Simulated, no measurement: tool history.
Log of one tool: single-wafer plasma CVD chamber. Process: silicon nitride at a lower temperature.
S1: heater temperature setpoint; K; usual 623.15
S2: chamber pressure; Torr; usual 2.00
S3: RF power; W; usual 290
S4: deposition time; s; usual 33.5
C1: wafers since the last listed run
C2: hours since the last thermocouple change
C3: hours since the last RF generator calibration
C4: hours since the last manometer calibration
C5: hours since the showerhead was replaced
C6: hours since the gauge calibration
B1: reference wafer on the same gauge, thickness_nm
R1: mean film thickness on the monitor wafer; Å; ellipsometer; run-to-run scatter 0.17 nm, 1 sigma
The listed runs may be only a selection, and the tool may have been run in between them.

run 1 hour=0.0 | S1=623.15 S2=2.00 S3=290 S4=33.5 | C1=0 C2=2978.3 C3=1658.9 C4=2198.7 C5=3237.7 C6=513.9 | B1=35.345 | R1=406.09
run 2 hour=17.4 | S1=623.15 S2=2.00 S3=290 S4=33.5 | C1=303 C2=2995.7 C3=1676.3 C4=2216.1 C5=3255.1 C6=531.3 | B1=35.208 | R1=406.46
run 3 hour=44.2 | S1=623.15 S2=2.00 S3=290 S4=33.5 | C1=466 C2=3022.5 C3=1703.1 C4=2242.9 C5=3281.9 C6=558.1 | B1=35.352 | R1=409.54
run 4 hour=60.2 | S1=623.15 S2=2.00 S3=290 S4=33.5 | C1=278 C2=3038.5 C3=1719.1 C4=2258.9 C5=3297.9 C6=574.1 | B1=35.236 | R1=410.40
run 5 hour=91.4 | S1=623.15 S2=2.00 S3=290 S4=33.5 | C1=543 C2=3069.7 C3=1750.3 C4=2290.1 C5=3329.1 C6=605.3 | B1=35.278 | R1=406.01
run 6 hour=119.6 | S1=623.15 S2=2.00 S3=290 S4=33.5 | C1=491 C2=3097.9 C3=1778.5 C4=2318.3 C5=3357.3 C6=633.5 | B1=35.280 | R1=405.33
run 7 hour=143.7 | S1=623.15 S2=2.00 S3=290 S4=33.5 | C1=419 C2=3122.0 C3=1802.6 C4=2342.4 C5=3381.4 C6=657.6 | B1=35.330 | R1=402.94
run 8 hour=156.3 | S1=623.15 S2=2.00 S3=290 S4=33.5 | C1=219 C2=3134.6 C3=1815.2 C4=2355.0 C5=3394.0 C6=670.2 | B1=35.358 | R1=404.57
run 9 hour=179.8 | S1=623.15 S2=2.00 S3=290 S4=33.5 | C1=409 C2=3158.1 C3=1838.7 C4=2378.5 C5=3417.5 C6=693.7 | B1=35.330 | R1=406.84
-- hour=210.0 gauge calibrated
-- hour=239.7 showerhead replaced
-- hour=259.0 thermocouple changed; heater temperature recalibrated
run 10 hour=262.0 | S1=623.15 S2=2.00 S3=290 S4=33.5 | C1=1152 C2=3.0 C3=1920.9 C4=2460.7 C5=22.3 C6=52.0 | B1=35.302 | R1=403.37
-- hour=279.8 capacitance manometer re-zeroed and calibrated
-- hour=288.3 RF generator calibrated
run 11 hour=288.8 | S1=623.15 S2=2.00 S3=290 S4=37.3 | C1=188 C2=29.8 C3=0.5 C4=9.0 C5=49.1 C6=78.8 | B1=35.289 | R1=482.09
run 12 hour=306.3 | S1=623.15 S2=2.00 S3=290 S4=37.3 | C1=304 C2=47.3 C3=18.0 C4=26.5 C5=66.6 C6=96.3 | B1=35.327 | R1=483.60
run 13 hour=338.4 | S1=623.15 S2=2.00 S3=290 S4=33.5 | C1=559 C2=79.4 C3=50.1 C4=58.6 C5=98.7 C6=128.4 | B1=35.332 | R1=432.48
run 14 hour=361.1 | S1=623.15 S2=2.00 S3=290 S4=33.5 | C1=395 C2=102.1 C3=72.8 C4=81.3 C5=121.4 C6=151.1 | B1=35.280 | R1=433.51
run 15 hour=395.7 | S1=623.15 S2=2.00 S3=290 S4=33.5 | C1=602 C2=136.7 C3=107.4 C4=115.9 C5=156.0 C6=185.7 | B1=35.339 | R1=431.98
run 16 hour=419.0 | S1=623.15 S2=2.00 S3=290 S4=33.5 | C1=405 C2=160.0 C3=130.7 C4=139.2 C5=179.3 C6=209.0 | B1=35.319 | R1=429.55
run 17 hour=450.4 | S1=623.15 S2=2.00 S3=290 S4=33.5 | C1=546 C2=191.4 C3=162.1 C4=170.6 C5=210.7 C6=240.4 | B1=35.291 | R1=433.32
run 18 hour=474.4 | S1=608.15 S2=1.73 S3=290 S4=28.5 | C1=417 C2=215.4 C3=186.1 C4=194.6 C5=234.7 C6=264.4 | B1=35.289 | R1=362.21
run 19 hour=494.4 | S1=629.15 S2=1.55 S3=320 S4=37.4 | C1=348 C2=235.4 C3=206.1 C4=214.6 C5=254.7 C6=284.4 | B1=35.293 | R1=505.88
run 20 hour=526.8 | S1=623.15 S2=1.83 S3=290 S4=33.5 | C1=564 C2=267.8 C3=238.5 C4=247.0 C5=287.1 C6=316.8 | B1=35.233 | R1=423.54
run 21 hour=560.7 | S1=634.15 S2=1.73 S3=345 S4=31.5 | C1=590 C2=301.7 C3=272.4 C4=280.9 C5=321.0 C6=350.7 | B1=35.243 | R1=463.44
run 22 hour=588.5 | S1=623.15 S2=2.00 S3=290 S4=33.5 | C1=484 C2=329.5 C3=300.2 C4=308.7 C5=348.8 C6=378.5 | B1=35.262 | R1=429.22
run 23 hour=605.6 | S1=630.15 S2=2.00 S3=290 S4=38.6 | C1=297 C2=346.6 C3=317.3 C4=325.8 C5=365.9 C6=395.6 | B1=35.331 | R1=496.01
run 24 hour=618.4 | S1=614.15 S2=2.25 S3=290 S4=38.5 | C1=222 C2=359.4 C3=330.1 C4=338.6 C5=378.7 C6=408.4 | B1=35.307 | R1=504.82
run 25 hour=632.7 | S1=632.15 S2=2.00 S3=250 S4=33.5 | C1=249 C2=373.7 C3=344.4 C4=352.9 C5=393.0 C6=422.7 | B1=35.262 | R1=367.89
run 26 hour=661.6 | S1=623.15 S2=2.00 S3=290 S4=33.5 | C1=503 C2=402.6 C3=373.3 C4=381.8 C5=421.9 C6=451.6 | B1=35.277 | R1=428.10
run 27 hour=680.9 | S1=623.15 S2=2.00 S3=290 S4=33.5 | C1=336 C2=421.9 C3=392.6 C4=401.1 C5=441.2 C6=470.9 | B1=35.340 | R1=429.90
run 28 hour=708.4 | S1=623.15 S2=2.00 S3=260 S4=28.1 | C1=478 C2=449.4 C3=420.1 C4=428.6 C5=468.7 C6=498.4 | B1=35.322 | R1=322.46
run 29 hour=728.1 | S1=623.15 S2=2.47 S3=290 S4=33.5 | C1=343 C2=469.1 C3=439.8 C4=448.3 C5=488.4 C6=518.1 | B1=35.307 | R1=440.43

Here are 4 independent what-if runs from the current tool condition. What would each one return?
run A hour=728.5 | S1=623.15 S2=2.00 S3=240 S4=33.5 | C1=6 C2=469.5 C3=440.2 C4=448.7 C5=488.8 C6=518.5 | B1=? | R1=?
run B hour=728.5 | S1=610.15 S2=2.42 S3=265 S4=28.8 | C1=6 C2=469.5 C3=440.2 C4=448.7 C5=488.8 C6=518.5 | B1=? | R1=?
run C hour=728.5 | S1=608.15 S2=2.00 S3=250 S4=33.5 | C1=6 C2=469.5 C3=440.2 C4=448.7 C5=488.8 C6=518.5 | B1=? | R1=?
run D hour=728.5 | S1=614.15 S2=2.00 S3=290 S4=33.5 | C1=6 C2=469.5 C3=440.2 C4=448.7 C5=488.8 C6=518.5 | B1=? | R1=?

run=A B1=35.316 R1=350.15
run=B B1=35.316 R1=346.82
run=C B1=35.316 R1=368.54
run=D B1=35.316 R1=428.68
Take away the tool's hidden state, keep each run's random variation, and the runs would have read:
run=A R1=357.25
run=B R1=353.53
run=C R1=375.86
run=D R1=436.68
